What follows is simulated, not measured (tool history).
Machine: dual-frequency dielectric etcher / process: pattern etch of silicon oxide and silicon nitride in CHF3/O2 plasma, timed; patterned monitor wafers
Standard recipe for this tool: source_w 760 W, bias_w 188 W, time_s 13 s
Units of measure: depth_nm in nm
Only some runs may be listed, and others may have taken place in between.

| run | day | source_w | bias_w | time_s | wafers since the last listed run | hours since the last wet clean | hours since the last source power generator calibration | hours since the last bias power generator calibration | hours since the last upper electrode change | hours since the gauge calibration | read-back reference wafer on the same gauge, depth_nm | depth_nm |
|---|---|---|---|---|---|---|---|---|---|---|---|---|
| 1 | 0 | 760 | 188 | 15 | 0 | 319 | 955.3 | 2495.7 | 2758.3 | 1212.9 | 26.81 | 28.08 |
| 2 | 1.846 | 760 | 188 | 15 | 860 | 363.3 | 999.6 | 2540 | 2802.6 | 1257.2 | 26.88 | 28.25 |
| 3 | 3.662 | 760 | 188 | 15 | 847 | 406.9 | 1043.2 | 2583.6 | 2846.2 | 1300.8 | 26.89 | 27.99 |
| 4 | 4.721 | 870 | 188 | 11.5 | 493 | 432.3 | 1068.6 | 2609 | 2871.6 | 1326.2 | 26.9 | 22.93 |
| 5 | 6.867 | 870 | 188 | 11.5 | 1000 | 483.8 | 1120.1 | 2660.5 | 2923.1 | 1377.7 | 26.95 | 22.9 |
| 6 | 9.192 | 760 | 188 | 13 | 1084 | 539.6 | 1175.9 | 2716.3 | 2978.9 | 1433.5 | 26.92 | 24.5 |
| 7 | 10.258 | 760 | 188 | 13 | 497 | 565.2 | 1201.5 | 2741.9 | 3004.5 | 1459.1 | 26.94 | 24.76 |
| 8 | 11.529 | 760 | 188 | 13 | 592 | 595.7 | 1232 | 2772.4 | 3035 | 1489.6 | 27 | 24.64 |
|  | 13.658 | wet clean of the chamber |
|  | 17.4 | gauge calibrated |
| 9 | 18.025 | 760 | 188 | 13 | 2563 | 104.8 | 1387.9 | 2928.3 | 3190.9 | 15 | 25.83 | 23.51 |
| 10 | 20.767 | 760 | 188 | 13 | 1278 | 170.6 | 1453.7 | 2994.1 | 3256.7 | 80.8 | 25.94 | 23.55 |
| 11 | 22.962 | 760 | 188 | 13 | 1024 | 223.3 | 1506.4 | 3046.8 | 3309.4 | 133.5 | 25.91 | 23.35 |
| 12 | 25.712 | 760 | 188 | 13 | 1282 | 289.3 | 1572.4 | 3112.8 | 3375.4 | 199.5 | 25.98 | 23.61 |
|  | 27.408 | bias power generator calibrated |
| 13 | 27.812 | 760 | 188 | 13 | 901 | 339.7 | 1622.8 | 9.7 | 3425.8 | 249.9 | 26 | 23.74 |
| 14 | 30.071 | 760 | 188 | 13 | 1053 | 393.9 | 1677 | 63.9 | 3480 | 304.1 | 26 | 23.72 |
| 15 | 32.567 | 760 | 188 | 13 | 1163 | 453.8 | 1736.9 | 123.8 | 3539.9 | 364 | 26.08 | 23.68 |
| 16 | 35.358 | 620 | 188 | 13 | 1301 | 520.8 | 1803.9 | 190.8 | 3606.9 | 431 | 26.17 | 21.62 |
|  | 37.162 | upper electrode replaced |
|  | 37.683 | wet clean of the chamber |
| 17 | 37.704 | 760 | 201 | 11 | 385 | 0.5 | 1860.2 | 247.1 | 13 | 487.3 | 26.19 | 20.48 |
|  | 38.738 | source power generator calibrated |
| 18 | 38.946 | 860 | 208 | 11 | 501 | 30.3 | 5 | 276.9 | 42.8 | 517.1 | 26.24 | 21.69 |
| 19 | 40.55 | 820 | 188 | 16 | 748 | 68.8 | 43.5 | 315.4 | 81.3 | 555.6 | 26.19 | 30.44 |
| 20 | 43.008 | 660 | 172 | 13 | 1146 | 127.8 | 102.5 | 374.4 | 140.3 | 614.6 | 26.28 | 21.91 |
| 21 | 45.021 | 760 | 188 | 16 | 938 | 176.1 | 150.8 | 422.7 | 188.6 | 662.9 | 26.32 | 29.43 |
| 22 | 46.475 | 900 | 164 | 16 | 678 | 211 | 185.7 | 457.6 | 223.5 | 697.8 | 26.4 | 30.53 |
| 23 | 47.683 | 590 | 165 | 10 | 563 | 240 | 214.7 | 486.6 | 252.5 | 726.8 | 26.34 | 15.93 |
| 24 | 49.171 | 860 | 224 | 13 | 693 | 275.7 | 250.4 | 522.3 | 288.2 | 762.5 | 26.36 | 26.48 |
| 25 | 50.271 | 760 | 188 | 15 | 513 | 302.1 | 276.8 | 548.7 | 314.6 | 788.9 | 26.36 | 27.73 |
| 26 | 52.825 | 920 | 188 | 13 | 1191 | 363.4 | 338.1 | 610 | 375.9 | 850.2 | 26.46 | 25.81 |
| 27 | 55.217 | 760 | 188 | 13 | 1115 | 420.8 | 395.5 | 667.4 | 433.3 | 907.6 | 26.48 | 23.99 |
| 28 | 57.104 | 830 | 188 | 11.5 | 880 | 466.1 | 440.8 | 712.7 | 478.6 | 952.9 | 26.54 | 22.06 |

Pick out some run-to-run changes in depth_nm. Of each, how much would a tool without hidden state show as well, from the settings, what came in and chance, and how much is left for the hidden state and any gauge scatter not in both results compared?
The tool's hidden condition here consists of: etch rate over this chamber's usual, %; source power that arrives over what is set, %; bias power that arrives over what is set, %; gauge reads high (%).
Run 8 -> 9: wet clean of the chamber, gauge calibrated. depth_nm -1.13 nm: hidden state -1.08, all else -0.05.
Run 22 -> 23: source_w 900 -> 590, bias_w 164 -> 165, time_s 16 -> 10. depth_nm -14.6 nm: hidden state -0.28, all else -14.32.
Run 23 -> 24: source_w 590 -> 860, bias_w 165 -> 224, time_s 10 -> 13. depth_nm +10.55 nm: hidden state +0.24, all else +10.31.

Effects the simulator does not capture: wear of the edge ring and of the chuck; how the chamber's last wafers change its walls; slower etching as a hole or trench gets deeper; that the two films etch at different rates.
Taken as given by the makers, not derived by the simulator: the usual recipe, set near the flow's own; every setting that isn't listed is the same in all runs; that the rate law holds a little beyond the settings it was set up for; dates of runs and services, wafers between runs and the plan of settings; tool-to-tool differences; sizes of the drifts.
